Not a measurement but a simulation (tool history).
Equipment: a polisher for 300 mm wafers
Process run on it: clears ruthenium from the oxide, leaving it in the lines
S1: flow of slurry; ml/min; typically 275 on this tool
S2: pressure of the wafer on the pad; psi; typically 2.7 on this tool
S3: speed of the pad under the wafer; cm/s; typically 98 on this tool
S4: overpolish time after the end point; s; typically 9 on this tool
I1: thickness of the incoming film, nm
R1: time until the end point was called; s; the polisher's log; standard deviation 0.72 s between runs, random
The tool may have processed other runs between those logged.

run   hour   S1   S2   S3  S4     I1     R1
  1    0.0  275  2.7   98   9  108.4   76.2
  2   10.8  275  2.7   98   9  112.2   77.8
  3   25.6  275  2.4   98   9  108.9   86.6
  4   34.4  275  2.4   98   9  109.7   89.1
      49.1  -- worn pad replaced by a new one
  5   87.1  275  2.4   98   9  109.8   86.2
  6   95.7  275  2.7   98   9  110.6   77.7
     125.9  -- worn pad replaced by a new one
  7  142.1  275  2.7   98   9  110.6   83.6
  8  155.2  275  2.7   98   9  109.4   84.6
  9  167.3  235  3.0   98   9  111.0   78.3
 10  180.6  235  3.0   98   9  109.6   77.7
     188.9  -- worn pad replaced by a new one, repeated, since the last time left the tool worse
 11  192.7  235  3.0   98   9  111.9   69.6
     198.0  -- head pressure recalibrated
 12  208.3  275  2.7   98   9  109.6   74.2
 13  224.1  275  2.7   98   9  109.1   76.4
 14  236.2  275  2.7   98   9  110.1   77.6
 15  242.5  275  3.2   86   9  109.2   72.7
 16  258.0  320  2.7   98   9  111.6   76.5
 17  265.8  320  2.3  116  13  111.4   79.1
     267.3  -- slurry nozzle cleaned
     271.9  -- worn pad replaced by a new one
 18  279.3  275  2.7  122   9  111.5   63.0
 19  292.6  340  2.7   98   9  108.2   73.7
 20  308.2  275  1.9   98   9  108.6  107.2
 21  321.1  275  2.7   98   5  111.1   78.4
 22  331.4  275  2.1   98  14  110.7  101.5
 23  339.3  275  2.7   98   9  112.2   79.1
     348.9  -- worn pad replaced by a new one
 24  349.4  225  3.2   68  12  110.9   85.4
 25  372.5  305  3.1  118  14  111.9   57.1
 26  384.2  275  2.7   88   9  109.8   85.6
 27  390.7  275  2.4   98  11  110.1   87.7
 28  403.1  205  2.5   68   5  110.7  116.7
 29  415.7  305  2.7   98   9  108.5   76.4
 30  423.1  275  2.7   98   9  109.4   77.8
     430.3  -- worn pad replaced by a new one
 31  433.4  275  2.7   98   9  112.4   76.0

5 options for the next run, each taken on its own from the tool as it stands now. Forecast them:
  A  433.8  275  2.7  98   6  110.6   ?
  B  433.8  230  2.1  98   9  110.6   ?
  C  433.8  305  3.3  86  12  110.6   ?
  D  433.8  365  2.7  98   9  110.6   ?
  E  433.8  195  2.2  70   6  110.6   ?

run     R1
  A   73.2
  B   95.3
  C   66.5
  D   72.0
  E  121.4
Take away the tool's hidden state, keep each run's random variation, and the runs would have read:
run     R1
  A   72.7
  B   94.6
  C   66.0
  D   71.5
  E  120.5
